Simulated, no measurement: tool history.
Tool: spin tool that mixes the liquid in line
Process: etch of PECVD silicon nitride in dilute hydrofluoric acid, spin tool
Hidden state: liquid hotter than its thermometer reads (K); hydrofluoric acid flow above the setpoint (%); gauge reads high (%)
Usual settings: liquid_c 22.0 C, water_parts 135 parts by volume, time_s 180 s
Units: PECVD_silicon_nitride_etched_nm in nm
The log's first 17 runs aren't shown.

run,hour,liquid_c,water_parts,time_s,wafers since the last listed run,hours since the thermometer was replaced,hours since the hydrofluoric acid flow meter was replaced,hours since the gauge calibration,"read-back film thickness of the PECVD silicon nitride reference wafer, read on the same gauge (nm)",PECVD_silicon_nitride_etched_nm
18,753.9,18.5,135,180,200,1299.5,222.7,1470.5,94.247,2.616
# hour 755.6: thermometer replaced
19,814.5,17.5,75,70,493,58.9,283.3,1531.1,94.627,1.732
20,956.2,22.0,135,180,1173,200.6,425.0,1672.8,95.479,3.466
# hour 994.9: gauge calibrated
21,1016.0,25.0,80,90,495,260.4,484.8,21.1,89.588,3.264
# hour 1024.0: hydrofluoric acid flow meter replaced
22,1126.1,22.0,135,180,903,370.5,102.1,131.2,89.636,3.138
23,1152.5,19.5,195,180,218,396.9,128.5,157.6,89.602,1.877
24,1184.8,22.0,135,180,267,429.2,160.8,189.9,89.682,3.226
25,1227.2,24.0,175,100,351,471.6,203.2,232.3,89.729,1.581
26,1268.7,26.5,80,180,343,513.1,244.7,273.8,89.739,7.255
27,1298.7,22.0,195,140,248,543.1,274.7,303.8,89.815,1.733
28,1345.4,26.0,175,85,386,589.8,321.4,350.5,89.852,1.532
29,1399.5,22.0,135,180,447,643.9,375.5,404.6,89.896,3.217
30,1425.1,22.0,90,275,211,669.5,401.1,430.2,89.971,7.360
31,1467.3,22.0,75,180,349,711.7,443.3,472.4,90.040,5.648
# hour 1499.1: hydrofluoric acid flow meter replaced
32,1515.6,23.5,155,180,391,760.0,16.5,520.7,90.125,3.092

Forecast each of these 4 alternatives for the next run:
A,1516.1,22.0,135,180,4,760.5,17.0,521.2,?,?
B,1516.1,24.0,70,180,4,760.5,17.0,521.2,?,?
C,1516.1,23.5,135,110,4,760.5,17.0,521.2,?,?
D,1516.1,25.0,135,210,4,760.5,17.0,521.2,?,?

run,"read-back film thickness of the PECVD silicon nitride reference wafer, read on the same gauge (nm)",PECVD_silicon_nitride_etched_nm
A,90.151,3.231
B,90.151,7.040
C,90.151,2.178
D,90.151,4.583
Without the tool's hidden state the same runs would have given:
run,PECVD_silicon_nitride_etched_nm
A,3.226
B,7.031
C,2.175
D,4.577
